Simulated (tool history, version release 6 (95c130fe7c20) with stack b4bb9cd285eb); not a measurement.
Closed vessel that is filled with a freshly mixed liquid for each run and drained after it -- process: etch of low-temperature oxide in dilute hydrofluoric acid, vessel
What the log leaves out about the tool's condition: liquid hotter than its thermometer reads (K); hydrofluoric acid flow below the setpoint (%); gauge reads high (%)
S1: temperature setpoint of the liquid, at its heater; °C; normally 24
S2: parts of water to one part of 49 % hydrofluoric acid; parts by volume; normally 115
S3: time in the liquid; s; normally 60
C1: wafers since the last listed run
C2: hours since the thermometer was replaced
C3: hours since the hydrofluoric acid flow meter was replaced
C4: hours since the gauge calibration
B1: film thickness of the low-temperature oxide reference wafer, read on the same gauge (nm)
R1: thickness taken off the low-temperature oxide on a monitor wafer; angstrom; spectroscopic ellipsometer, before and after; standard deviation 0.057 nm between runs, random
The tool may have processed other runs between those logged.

run 1 hour=0 | S1=24 S2=115 S3=60 | C1=0 C2=1554.7 C3=992.1 C4=154.1 | B1=100.01 | R1=132
run 2 hour=7.2 | S1=24 S2=70 S3=60 | C1=946 C2=1561.9 C3=999.3 C4=161.3 | B1=99.99 | R1=228.9
run 3 hour=20 | S1=24 S2=70 S3=60 | C1=1682 C2=1574.7 C3=1012.1 C4=174.1 | B1=100.01 | R1=228.7
run 4 hour=26.2 | S1=27.5 S2=115 S3=60 | C1=814 C2=1580.9 C3=1018.3 C4=180.3 | B1=100.02 | R1=151.6
run 5 hour=32.6 | S1=27.5 S2=115 S3=60 | C1=841 C2=1587.3 C3=1024.7 C4=186.7 | B1=100.03 | R1=151.7
-- hour=38.1 gauge calibrated
run 6 hour=47.2 | S1=27.5 S2=115 S3=60 | C1=1918 C2=1601.9 C3=1039.3 C4=9.1 | B1=99.99 | R1=151
run 7 hour=53.5 | S1=24 S2=115 S3=50 | C1=827 C2=1608.2 C3=1045.6 C4=15.4 | B1=99.99 | R1=109.5
run 8 hour=64.6 | S1=24 S2=115 S3=50 | C1=1458 C2=1619.3 C3=1056.7 C4=26.5 | B1=100 | R1=109.8
run 9 hour=77.2 | S1=24 S2=115 S3=60 | C1=1655 C2=1631.9 C3=1069.3 C4=39.1 | B1=99.99 | R1=131.8
run 10 hour=93.1 | S1=24 S2=115 S3=60 | C1=2089 C2=1647.8 C3=1085.2 C4=55 | B1=99.99 | R1=132.3
run 11 hour=102 | S1=24 S2=115 S3=80 | C1=1169 C2=1656.7 C3=1094.1 C4=63.9 | B1=100 | R1=175
run 12 hour=115.3 | S1=25.5 S2=145 S3=50 | C1=1747 C2=1670 C3=1107.4 C4=77.2 | B1=100.01 | R1=89.8
run 13 hour=121.4 | S1=27 S2=145 S3=30 | C1=801 C2=1676.1 C3=1113.5 C4=83.3 | B1=100.03 | R1=56.7
run 14 hour=138.8 | S1=25.5 S2=135 S3=40 | C1=2286 C2=1693.5 C3=1130.9 C4=100.7 | B1=99.99 | R1=77.5
-- hour=153 thermometer replaced
run 15 hour=154.4 | S1=24 S2=95 S3=95 | C1=1918 C2=1.4 C3=1146.5 C4=116.3 | B1=100.01 | R1=259.2
-- hour=157.8 hydrofluoric acid flow meter replaced
run 16 hour=172 | S1=21 S2=85 S3=75 | C1=2181 C2=19 C3=14.2 C4=133.9 | B1=99.99 | R1=204
run 17 hour=189.9 | S1=26 S2=115 S3=90 | C1=2352 C2=36.9 C3=32.1 C4=151.8 | B1=100 | R1=213.4
run 18 hour=196.8 | S1=24 S2=65 S3=45 | C1=906 C2=43.8 C3=39 C4=158.7 | B1=99.99 | R1=185.3
run 19 hour=203.1 | S1=27.5 S2=115 S3=60 | C1=827 C2=50.1 C3=45.3 C4=165 | B1=100 | R1=149.8
-- hour=209.5 gauge calibrated
run 20 hour=214.1 | S1=22.5 S2=155 S3=80 | C1=1445 C2=61.1 C3=56.3 C4=4.6 | B1=100.01 | R1=118.1
run 21 hour=264.7 | S1=24 S2=115 S3=60 | C1=6649 C2=111.7 C3=106.9 C4=55.2 | B1=100.01 | R1=132.1

Branching from run 21: 5 alternative next runs. What would each branch give?
run A hour=265.4 | S1=24 S2=115 S3=60 | C1=91 C2=112.4 C3=107.6 C4=55.9 | B1=? | R1=?
run B hour=265.4 | S1=24 S2=115 S3=70 | C1=91 C2=112.4 C3=107.6 C4=55.9 | B1=? | R1=?
run C hour=265.4 | S1=27.5 S2=115 S3=30 | C1=91 C2=112.4 C3=107.6 C4=55.9 | B1=? | R1=?
run D hour=265.4 | S1=24 S2=65 S3=60 | C1=91 C2=112.4 C3=107.6 C4=55.9 | B1=? | R1=?
run E hour=265.4 | S1=24 S2=75 S3=80 | C1=91 C2=112.4 C3=107.6 C4=55.9 | B1=? | R1=?

run=A B1=100 R1=132.2
run=B B1=100 R1=154.2
run=C B1=100 R1=75.6
run=D B1=100 R1=248.9
run=E B1=100 R1=284
Had the tool no hidden state, the same runs would have come out as:
run=A R1=132.2
run=B R1=154.2
run=C R1=75.6
run=D R1=248.9
run=E R1=284
